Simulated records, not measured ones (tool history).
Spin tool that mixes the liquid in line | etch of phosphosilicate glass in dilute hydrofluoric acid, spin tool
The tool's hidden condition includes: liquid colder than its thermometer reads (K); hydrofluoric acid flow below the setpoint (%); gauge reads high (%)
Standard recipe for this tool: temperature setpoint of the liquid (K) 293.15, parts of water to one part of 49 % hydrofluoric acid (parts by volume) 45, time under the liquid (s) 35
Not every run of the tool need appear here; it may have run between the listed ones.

run,day,temperature setpoint of the liquid (K),parts of water to one part of 49 % hydrofluoric acid (parts by volume),time under the liquid (s),wafers since the last listed run,hours since the thermometer was replaced,hours since the hydrofluoric acid flow meter was replaced,hours since the gauge calibration,"read-back film thickness of the phosphosilicate glass reference wafer, read on the same gauge (nm)",thickness taken off the phosphosilicate glass on a monitor wafer (nm)
1,0.000,293.15,45,45,0,1115.1,2340.9,753.6,130.01,45.33
2,0.450,293.15,45,45,117,1125.9,2351.7,764.4,130.01,45.96
3,1.850,293.15,45,45,366,1159.5,2385.3,798.0,130.00,44.37
# day 1.992: gauge calibrated
4,2.188,293.15,45,25,88,1167.6,2393.4,4.7,130.00,24.70
5,2.729,293.15,45,25,141,1180.6,2406.4,17.7,130.00,24.50
6,3.012,293.15,45,25,74,1187.4,2413.2,24.5,130.01,24.99
7,4.829,290.15,45,35,475,1231.0,2456.8,68.1,129.98,30.33
8,5.504,293.15,45,35,176,1247.2,2473.0,84.3,130.02,35.00
9,6.033,293.15,50,35,138,1259.9,2485.7,97.0,130.00,31.35
10,6.292,293.15,45,35,67,1266.1,2491.9,103.2,129.98,34.75
11,6.612,293.15,45,35,83,1273.8,2499.6,110.9,129.98,34.07
12,6.900,297.65,45,15,75,1280.7,2506.5,117.8,130.03,17.93
13,7.204,298.15,65,35,79,1288.0,2513.8,125.1,130.01,28.52
14,7.950,293.15,45,35,195,1305.9,2531.7,143.0,130.01,34.75
15,9.862,293.15,45,40,500,1351.8,2577.6,188.9,130.02,39.64
# day 10.408: hydrofluoric acid flow meter replaced
16,10.542,293.15,45,35,166,1368.1,3.2,205.2,130.02,40.11
# day 10.825: thermometer replaced
17,11.004,293.15,45,35,110,4.3,14.3,216.3,130.00,40.26
18,11.721,297.15,60,40,187,21.5,31.5,233.5,130.02,39.65
19,12.104,293.15,55,35,100,30.7,40.7,242.7,130.01,31.99
20,12.762,297.15,35,50,172,46.5,56.5,258.5,130.00,87.78
21,13.167,293.15,35,15,105,56.2,66.2,268.2,129.99,22.21
22,13.588,293.15,45,35,110,66.3,76.3,278.3,129.99,39.50
23,14.138,293.15,45,35,143,79.5,89.5,291.5,130.00,39.71
24,14.850,293.15,45,35,186,96.6,106.6,308.6,129.99,39.17
25,15.479,294.65,45,35,164,111.7,121.7,323.7,130.01,41.90
26,15.838,291.65,45,20,93,120.3,130.3,332.3,130.00,21.06
27,16.496,294.65,60,50,172,136.1,146.1,348.1,130.00,44.56
28,17.021,293.15,45,35,137,148.7,158.7,360.7,130.00,39.33
29,17.596,295.65,60,50,150,162.5,172.5,374.5,130.02,45.99
30,18.129,293.15,30,55,139,175.3,185.3,387.3,130.01,94.72
31,19.542,293.15,45,35,369,209.2,219.2,421.2,129.99,39.05
32,20.108,293.15,45,35,148,222.8,232.8,434.8,130.00,39.34
33,20.792,294.65,60,40,178,239.2,249.2,451.2,129.99,35.32
34,21.333,290.65,30,50,141,252.2,262.2,464.2,130.00,75.81

Describe how what the log doesn't record of the tool's condition differs between the last listed run preceding each entry between runs and the first listed run following it.
After run 3, before run 4: gauge calibrated (day 1.992)
  no hidden state differs between the two runs
  difference, measured minus the result without the unlogged condition, thickness taken off the phosphosilicate glass on a monitor wafer (nm): -7.15 -> -3.99
After run 15, before run 16: hydrofluoric acid flow meter replaced (day 10.408)
  hydrofluoric acid flow below the setpoint (%): 14.1 -> 1.94
  difference, measured minus the result without the unlogged condition, thickness taken off the phosphosilicate glass on a monitor wafer (nm): -6.94 -> -0.84
After run 16, before run 17: thermometer replaced (day 10.825)
  hydrofluoric acid flow below the setpoint (%): 1.94 -> 2
  difference, measured minus the result without the unlogged condition, thickness taken off the phosphosilicate glass on a monitor wafer (nm): -0.84 -> -0.87
